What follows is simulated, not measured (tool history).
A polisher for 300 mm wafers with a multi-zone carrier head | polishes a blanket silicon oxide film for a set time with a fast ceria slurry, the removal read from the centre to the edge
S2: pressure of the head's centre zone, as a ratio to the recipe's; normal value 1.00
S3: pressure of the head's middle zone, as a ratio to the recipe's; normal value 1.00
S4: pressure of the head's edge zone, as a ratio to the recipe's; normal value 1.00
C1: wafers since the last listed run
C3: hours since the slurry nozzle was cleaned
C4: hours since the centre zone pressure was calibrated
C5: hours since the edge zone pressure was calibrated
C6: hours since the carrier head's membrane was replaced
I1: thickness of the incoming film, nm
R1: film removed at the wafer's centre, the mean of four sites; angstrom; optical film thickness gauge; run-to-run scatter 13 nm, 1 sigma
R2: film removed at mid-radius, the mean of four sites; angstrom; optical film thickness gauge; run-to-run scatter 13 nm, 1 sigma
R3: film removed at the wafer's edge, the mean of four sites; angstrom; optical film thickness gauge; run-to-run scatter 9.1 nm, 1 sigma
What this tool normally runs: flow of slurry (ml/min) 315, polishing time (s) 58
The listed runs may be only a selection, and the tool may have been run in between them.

Run 1, hour 0.0: usual settings but S3 1.06; C1 0; wafers polished on this pad 2253; C3 403.8; C4 117.5; C5 1058.7; C6 347.1; I1 2659.0. Result: R1 8952 angstrom, R2 9117 angstrom, R3 8831 angstrom.
Run 2, hour 34.1: usual settings; C1 213; wafers polished on this pad 2466; C3 437.9; C4 151.6; C5 1092.8; C6 381.2; I1 2653.2. Result: R1 8915 angstrom, R2 8866 angstrom, R3 8825 angstrom.
At hour 47.3: slurry nozzle cleaned.
At hour 78.0: worn pad replaced by a new one.
Run 3, hour 103.5: usual settings but polishing time (s) 69; C1 402; wafers polished on this pad 159; C3 56.2; C4 221.0; C5 1162.2; C6 450.6; I1 2662.1. Result: R1 10579 angstrom, R2 10229 angstrom, R3 10450 angstrom.
Run 4, hour 133.7: usual settings but flow of slurry (ml/min) 400, S2 0.92, S3 0.96, S4 1.09; C1 188; wafers polished on this pad 347; C3 86.4; C4 251.2; C5 1192.4; C6 480.8; I1 2612.6. Result: R1 8618 angstrom, R2 8851 angstrom, R3 9292 angstrom.
Run 5, hour 199.4: usual settings; C1 410; wafers polished on this pad 758; C3 152.1; C4 316.9; C5 1258.1; C6 546.5; I1 2674.0. Result: R1 9094 angstrom, R2 8831 angstrom, R3 9016 angstrom.
At hour 244.1: edge zone pressure recalibrated.
Run 6, hour 256.7: usual settings but S3 0.89; C1 345; wafers polished on this pad 1103; C3 209.4; C4 374.2; C5 12.6; C6 603.8; I1 2672.7. Result: R1 9198 angstrom, R2 7950 angstrom, R3 8824 angstrom.
Run 7, hour 326.5: usual settings but flow of slurry (ml/min) 220, S2 1.09, S3 1.08, polishing time (s) 74; C1 436; wafers polished on this pad 1539; C3 279.2; C4 444.0; C5 82.4; C6 673.6; I1 2683.8. Result: R1 11747 angstrom, R2 11598 angstrom, R3 10724 angstrom.
Run 8, hour 383.6: usual settings but S3 0.90, S4 1.05, polishing time (s) 48; C1 356; wafers polished on this pad 1896; C3 336.3; C4 501.1; C5 139.5; C6 730.7; I1 2657.8. Result: R1 7564 angstrom, R2 6534 angstrom, R3 7431 angstrom.
Run 9, hour 420.6: usual settings but S4 0.95; C1 231; wafers polished on this pad 2127; C3 373.3; C4 538.1; C5 176.5; C6 767.7; I1 2655.8. Result: R1 9187 angstrom, R2 8486 angstrom, R3 8584 angstrom.
Run 10, hour 448.4: usual settings but S3 1.10; C1 173; wafers polished on this pad 2301; C3 401.1; C4 565.9; C5 204.3; C6 795.5; I1 2604.5. Result: R1 9164 angstrom, R2 9323 angstrom, R3 8769 angstrom.
At hour 476.3: slurry nozzle cleaned.
Run 11, hour 488.2: usual settings but S4 1.08; C1 242; wafers polished on this pad 2543; C3 11.9; C4 605.7; C5 244.1; C6 835.3; I1 2668.4. Result: R1 9372 angstrom, R2 8828 angstrom, R3 9190 angstrom.
At hour 505.1: worn pad replaced by a new one.
Run 12, hour 527.1: usual settings but polishing time (s) 63; C1 218; wafers polished on this pad 137; C3 50.8; C4 644.6; C5 283.0; C6 874.2; I1 2628.9. Result: R1 9734 angstrom, R2 9268 angstrom, R3 9468 angstrom.

What does the tool deliver on the next run?
Run 13, hour 569.9: usual settings; C1 267; wafers polished on this pad 404; C3 93.6; C4 687.4; C5 325.8; C6 917.0; I1 2667.0. Result: R1 ?, R2 ?, R3 ?.

{"run 13": {"R1": 9346, "R2": 8744, "R3": 8687}}
Were there no unlogged condition in the tool, this run, its random variation unchanged, would have produced R1 9013 angstrom, R2 8745 angstrom, R3 8687 angstrom.
